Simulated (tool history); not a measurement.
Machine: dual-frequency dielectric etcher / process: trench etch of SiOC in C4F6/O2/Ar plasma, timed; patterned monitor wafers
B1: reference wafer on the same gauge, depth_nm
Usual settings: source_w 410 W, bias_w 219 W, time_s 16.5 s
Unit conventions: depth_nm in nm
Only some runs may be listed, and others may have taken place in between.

Run 1, hour 0.0: usual settings but source_w 380 W; B1 32.74. Result: depth_nm 35.63 nm.
Run 2, hour 15.0: usual settings but source_w 380 W; B1 32.69. Result: depth_nm 35.54 nm.
Run 3, hour 28.8: usual settings but source_w 380 W; B1 32.77. Result: depth_nm 35.74 nm.
Run 4, hour 61.3: usual settings; B1 32.79. Result: depth_nm 36.98 nm.
Run 5, hour 89.2: usual settings; B1 32.91. Result: depth_nm 36.74 nm.
Run 6, hour 109.9: usual settings but source_w 480 W; B1 32.88. Result: depth_nm 39.17 nm.
Run 7, hour 129.2: usual settings but source_w 480 W; B1 32.90. Result: depth_nm 39.64 nm.
Run 8, hour 189.7: usual settings but source_w 480 W; B1 33.01. Result: depth_nm 38.92 nm.
Run 9, hour 217.0: usual settings but bias_w 178 W; B1 33.02. Result: depth_nm 34.11 nm.
Run 10, hour 236.5: usual settings but bias_w 178 W; B1 33.06. Result: depth_nm 34.15 nm.
Run 11, hour 261.0: usual settings but bias_w 178 W; B1 33.08. Result: depth_nm 34.17 nm.
At hour 272.8: gauge calibrated.
Run 12, hour 281.9: usual settings but source_w 430 W, bias_w 234 W; B1 32.59. Result: depth_nm 38.03 nm.
Run 13, hour 315.9: usual settings but source_w 430 W, bias_w 234 W; B1 32.62. Result: depth_nm 38.22 nm.
At hour 363.0: bias power generator calibrated.
Run 14, hour 385.1: usual settings but source_w 430 W, bias_w 234 W; B1 32.69. Result: depth_nm 38.18 nm.
Run 15, hour 416.2: usual settings but source_w 450 W, bias_w 185 W; B1 32.75. Result: depth_nm 35.35 nm.
At hour 455.6: wet clean of the chamber.
At hour 460.9: upper electrode replaced.
Run 16, hour 461.4: usual settings but source_w 500 W; B1 32.75. Result: depth_nm 39.76 nm.
Run 17, hour 483.1: usual settings but time_s 19.5 s; B1 32.87. Result: depth_nm 43.36 nm.
Run 18, hour 498.9: usual settings but bias_w 178 W; B1 32.79. Result: depth_nm 33.86 nm.
Run 19, hour 527.6: usual settings but source_w 330 W; B1 32.86. Result: depth_nm 33.87 nm.
Run 20, hour 558.8: usual settings but bias_w 262 W, time_s 21.0 s; B1 32.92. Result: depth_nm 50.66 nm.
Run 21, hour 571.0: usual settings; B1 32.96. Result: depth_nm 36.81 nm.
At hour 584.7: source power generator calibrated.
Run 22, hour 587.2: usual settings; B1 32.94. Result: depth_nm 36.78 nm.
Run 23, hour 618.6: usual settings; B1 33.00. Result: depth_nm 37.04 nm.
Run 24, hour 648.1: usual settings but source_w 350 W, bias_w 242 W, time_s 18.5 s; B1 33.08. Result: depth_nm 40.85 nm.
At hour 663.0: gauge calibrated.
Run 25, hour 678.5: usual settings but time_s 20.5 s; B1 32.67. Result: depth_nm 45.34 nm.
Run 26, hour 708.9: usual settings; B1 32.77. Result: depth_nm 36.56 nm.
Run 27, hour 743.5: usual settings but bias_w 165 W; B1 32.76. Result: depth_nm 32.52 nm.
Run 28, hour 775.3: usual settings but source_w 350 W, bias_w 233 W, time_s 21.0 s; B1 32.79. Result: depth_nm 45.19 nm.

List, for all runs, the conditions of the tool that the log does not record:
etch rate over this chamber's usual, %: 0 in every run
source power that arrives over what is set, %: 0 in every run
bias power that arrives over what is set, %: 0 in every run
H1: gauge reads high (%)
run       H1
  1    0.474
  2    0.534
  3    0.589
  4    0.719
  5     0.83
  6    0.913
  7     0.99
  8     1.23
  9     1.34
 10     1.42
 11     1.52
 12   -0.126
 13  0.00953
 14    0.286
 15    0.411
 16    0.592
 17    0.678
 18    0.742
 19    0.856
 20    0.981
 21     1.03
 22     1.09
 23     1.22
 24     1.34
 25    0.176
 26    0.297
 27    0.436
 28    0.563
